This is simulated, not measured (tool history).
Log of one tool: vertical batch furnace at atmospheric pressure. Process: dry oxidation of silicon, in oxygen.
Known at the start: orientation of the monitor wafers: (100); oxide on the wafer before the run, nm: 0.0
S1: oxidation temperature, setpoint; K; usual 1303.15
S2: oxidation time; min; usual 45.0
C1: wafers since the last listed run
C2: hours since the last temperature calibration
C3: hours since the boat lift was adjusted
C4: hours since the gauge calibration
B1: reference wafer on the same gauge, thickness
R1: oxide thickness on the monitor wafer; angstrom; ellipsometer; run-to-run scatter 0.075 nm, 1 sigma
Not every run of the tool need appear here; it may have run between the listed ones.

| run | hour | S1 | S2 | C1 | C2 | C3 | C4 | B1 | R1 |
|---|---|---|---|---|---|---|---|---|---|
| 1 | 0.0 | 1303.15 | 45.0 | 0 | 3264.0 | 4130.6 | 44.4 | 40.21 | 500.9 |
| 2 | 8.1 | 1303.15 | 45.0 | 72 | 3272.1 | 4138.7 | 52.5 | 40.19 | 501.5 |
| 3 | 30.8 | 1303.15 | 45.0 | 201 | 3294.8 | 4161.4 | 75.2 | 40.21 | 502.5 |
| 4 | 43.7 | 1303.15 | 45.0 | 114 | 3307.7 | 4174.3 | 88.1 | 40.19 | 502.4 |
|  | 89.8 | thermocouples replaced and temperature profile calibrated |
| 5 | 90.3 | 1303.15 | 39.0 | 200 | 0.5 | 4220.9 | 134.7 | 40.19 | 459.1 |
| 6 | 95.7 | 1303.15 | 39.0 | 48 | 5.9 | 4226.3 | 140.1 | 40.20 | 458.2 |
| 7 | 103.7 | 1303.15 | 29.0 | 71 | 13.9 | 4234.3 | 148.1 | 40.18 | 385.1 |
| 8 | 124.4 | 1303.15 | 29.0 | 184 | 34.6 | 4255.0 | 168.8 | 40.18 | 384.8 |
| 9 | 141.3 | 1303.15 | 45.0 | 150 | 51.5 | 4271.9 | 185.7 | 40.20 | 502.7 |
| 10 | 164.0 | 1303.15 | 45.0 | 201 | 74.2 | 4294.6 | 208.4 | 40.21 | 502.7 |
|  | 168.6 | gauge calibrated |
| 11 | 183.5 | 1294.15 | 37.5 | 173 | 93.7 | 4314.1 | 14.9 | 40.19 | 413.0 |
|  | 210.0 | boat lift adjusted |
| 12 | 210.5 | 1289.15 | 37.0 | 26 | 120.7 | 0.5 | 41.9 | 40.20 | 391.9 |
| 13 | 215.9 | 1303.15 | 45.0 | 48 | 126.1 | 5.9 | 47.3 | 40.20 | 503.6 |
| 14 | 221.3 | 1291.15 | 30.5 | 48 | 131.5 | 11.3 | 52.7 | 40.20 | 356.4 |
| 15 | 233.2 | 1295.15 | 55.5 | 105 | 143.4 | 23.2 | 64.6 | 40.20 | 534.6 |
| 16 | 255.7 | 1326.15 | 32.5 | 200 | 165.9 | 45.7 | 87.1 | 40.21 | 501.7 |
| 17 | 272.9 | 1280.15 | 55.5 | 152 | 183.1 | 62.9 | 104.3 | 40.20 | 463.9 |

Branching from run 17: 3 alternative next runs. What would each branch give?
| A | 278.4 | 1303.15 | 45.0 | 48 | 188.6 | 68.4 | 109.8 | ? | ? |
| B | 278.4 | 1280.15 | 36.0 | 48 | 188.6 | 68.4 | 109.8 | ? | ? |
| C | 278.4 | 1319.15 | 37.5 | 48 | 188.6 | 68.4 | 109.8 | ? | ? |

| run | B1 | R1 |
|---|---|---|
| A | 40.20 | 502.0 |
| B | 40.20 | 355.4 |
| C | 40.20 | 515.5 |
What these runs would have given with no unlogged condition in the tool:
| run | R1 |
|---|---|
| A | 502.0 |
| B | 355.4 |
| C | 515.5 |
